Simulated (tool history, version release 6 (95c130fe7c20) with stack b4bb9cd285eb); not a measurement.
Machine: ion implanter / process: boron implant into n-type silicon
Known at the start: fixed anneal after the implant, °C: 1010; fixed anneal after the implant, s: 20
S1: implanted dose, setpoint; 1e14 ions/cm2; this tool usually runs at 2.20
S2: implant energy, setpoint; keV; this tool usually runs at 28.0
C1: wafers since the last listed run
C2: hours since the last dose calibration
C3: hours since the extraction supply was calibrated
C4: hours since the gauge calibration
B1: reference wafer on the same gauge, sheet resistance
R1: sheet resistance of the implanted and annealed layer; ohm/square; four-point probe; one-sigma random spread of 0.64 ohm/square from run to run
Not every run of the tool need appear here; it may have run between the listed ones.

run 1 day=0.000 | S1=2.20 S2=28.0 | C1=0 C2=1910.0 C3=3400.5 C4=326.5 | B1=399.86 | R1=430.57
run 2 day=0.592 | S1=2.06 S2=22.5 | C1=193 C2=1924.2 C3=3414.7 C4=340.7 | B1=400.13 | R1=467.53
run 3 day=2.658 | S1=2.43 S2=32.5 | C1=677 C2=1973.8 C3=3464.3 C4=390.3 | B1=399.97 | R1=392.69
run 4 day=2.971 | S1=2.43 S2=32.5 | C1=102 C2=1981.3 C3=3471.8 C4=397.8 | B1=400.01 | R1=392.00
run 5 day=3.442 | S1=2.20 S2=35.5 | C1=154 C2=1992.6 C3=3483.1 C4=409.1 | B1=399.89 | R1=419.36
run 6 day=4.083 | S1=2.20 S2=35.5 | C1=210 C2=2008.0 C3=3498.5 C4=424.5 | B1=400.01 | R1=418.94
run 7 day=4.588 | S1=1.86 S2=28.0 | C1=165 C2=2020.1 C3=3510.6 C4=436.6 | B1=399.97 | R1=491.38
run 8 day=5.158 | S1=1.86 S2=28.0 | C1=187 C2=2033.8 C3=3524.3 C4=450.3 | B1=399.88 | R1=491.76
run 9 day=5.650 | S1=2.20 S2=28.0 | C1=161 C2=2045.6 C3=3536.1 C4=462.1 | B1=400.09 | R1=432.81
run 10 day=6.025 | S1=2.20 S2=25.5 | C1=122 C2=2054.6 C3=3545.1 C4=471.1 | B1=400.13 | R1=438.49
run 11 day=6.333 | S1=2.20 S2=25.5 | C1=101 C2=2062.0 C3=3552.5 C4=478.5 | B1=400.10 | R1=438.37
run 12 day=7.050 | S1=2.20 S2=28.0 | C1=234 C2=2079.2 C3=3569.7 C4=495.7 | B1=400.24 | R1=431.97
run 13 day=7.708 | S1=2.20 S2=28.0 | C1=215 C2=2095.0 C3=3585.5 C4=511.5 | B1=399.94 | R1=434.09
run 14 day=8.425 | S1=2.20 S2=28.0 | C1=234 C2=2112.2 C3=3602.7 C4=528.7 | B1=399.87 | R1=433.64
run 15 day=9.146 | S1=2.06 S2=30.5 | C1=236 C2=2129.5 C3=3620.0 C4=546.0 | B1=399.92 | R1=450.91
run 16 day=9.838 | S1=2.06 S2=30.5 | C1=226 C2=2146.1 C3=3636.6 C4=562.6 | B1=400.06 | R1=451.31
-- day=10.154 gauge calibrated
run 17 day=10.404 | S1=2.06 S2=30.5 | C1=185 C2=2159.7 C3=3650.2 C4=6.0 | B1=399.96 | R1=453.29
run 18 day=11.121 | S1=2.46 S2=25.0 | C1=234 C2=2176.9 C3=3667.4 C4=23.2 | B1=399.89 | R1=402.50
run 19 day=11.521 | S1=1.75 S2=22.5 | C1=131 C2=2186.5 C3=3677.0 C4=32.8 | B1=399.95 | R1=535.05
run 20 day=12.188 | S1=1.93 S2=28.0 | C1=218 C2=2202.5 C3=3693.0 C4=48.8 | B1=400.14 | R1=482.69
run 21 day=12.521 | S1=2.43 S2=32.5 | C1=109 C2=2210.5 C3=3701.0 C4=56.8 | B1=400.04 | R1=395.33
run 22 day=12.783 | S1=2.38 S2=18.5 | C1=86 C2=2216.8 C3=3707.3 C4=63.1 | B1=399.92 | R1=429.24
run 23 day=13.204 | S1=2.78 S2=22.5 | C1=137 C2=2226.9 C3=3717.4 C4=73.2 | B1=399.95 | R1=371.02
-- day=13.808 extraction supply calibrated
run 24 day=13.829 | S1=1.64 S2=33.0 | C1=95 C2=2241.9 C3=0.5 C4=88.2 | B1=400.28 | R1=533.10
-- day=14.267 Faraday cup replaced and dose calibrated
run 25 day=14.288 | S1=1.80 S2=22.5 | C1=40 C2=0.5 C3=11.5 C4=99.2 | B1=400.01 | R1=503.22
run 26 day=14.529 | S1=2.20 S2=28.0 | C1=79 C2=6.3 C3=17.3 C4=105.0 | B1=399.98 | R1=417.97
run 27 day=15.158 | S1=2.43 S2=32.0 | C1=206 C2=21.4 C3=32.4 C4=120.1 | B1=399.99 | R1=380.80
run 28 day=15.492 | S1=1.77 S2=22.0 | C1=109 C2=29.4 C3=40.4 C4=128.1 | B1=399.76 | R1=509.87
run 29 day=15.788 | S1=2.20 S2=35.0 | C1=96 C2=36.5 C3=47.5 C4=135.2 | B1=400.06 | R1=407.14
run 30 day=17.088 | S1=2.41 S2=31.0 | C1=425 C2=67.7 C3=78.7 C4=166.4 | B1=400.01 | R1=384.98
run 31 day=17.725 | S1=2.55 S2=25.0 | C1=208 C2=83.0 C3=94.0 C4=181.7 | B1=400.17 | R1=376.09
run 32 day=18.325 | S1=2.20 S2=28.0 | C1=196 C2=97.4 C3=108.4 C4=196.1 | B1=399.89 | R1=416.98
run 33 day=18.858 | S1=1.58 S2=33.0 | C1=174 C2=110.2 C3=121.2 C4=208.9 | B1=399.85 | R1=526.58
run 34 day=19.204 | S1=2.57 S2=28.0 | C1=113 C2=118.5 C3=129.5 C4=217.2 | B1=399.96 | R1=369.30

The same runs without the tool's hidden state, with the same run-to-run variation:
Hidden conditions of the tool in this case: deviation of the true dose from the Faraday cup's reading, %; deviation of the true energy from its setpoint, %; gauge reads high (%).
run=1 R1=419.32
run=2 R1=454.91
run=3 R1=381.88
run=4 R1=381.13
run=5 R1=407.82
run=6 R1=407.24
run=7 R1=477.30
run=8 R1=477.49
run=9 R1=419.97
run=10 R1=425.25
run=11 R1=425.04
run=12 R1=418.76
run=13 R1=420.62
run=14 R1=419.98
run=15 R1=436.69
run=16 R1=436.87
run=17 R1=438.61
run=18 R1=388.86
run=19 R1=516.88
run=20 R1=466.38
run=21 R1=381.87
run=22 R1=413.86
run=23 R1=357.80
run=24 R1=515.12
run=25 R1=506.45
run=26 R1=420.61
run=27 R1=383.19
run=28 R1=513.14
run=29 R1=409.65
run=30 R1=387.40
run=31 R1=378.48
run=32 R1=419.59
run=33 R1=529.72
run=34 R1=371.62
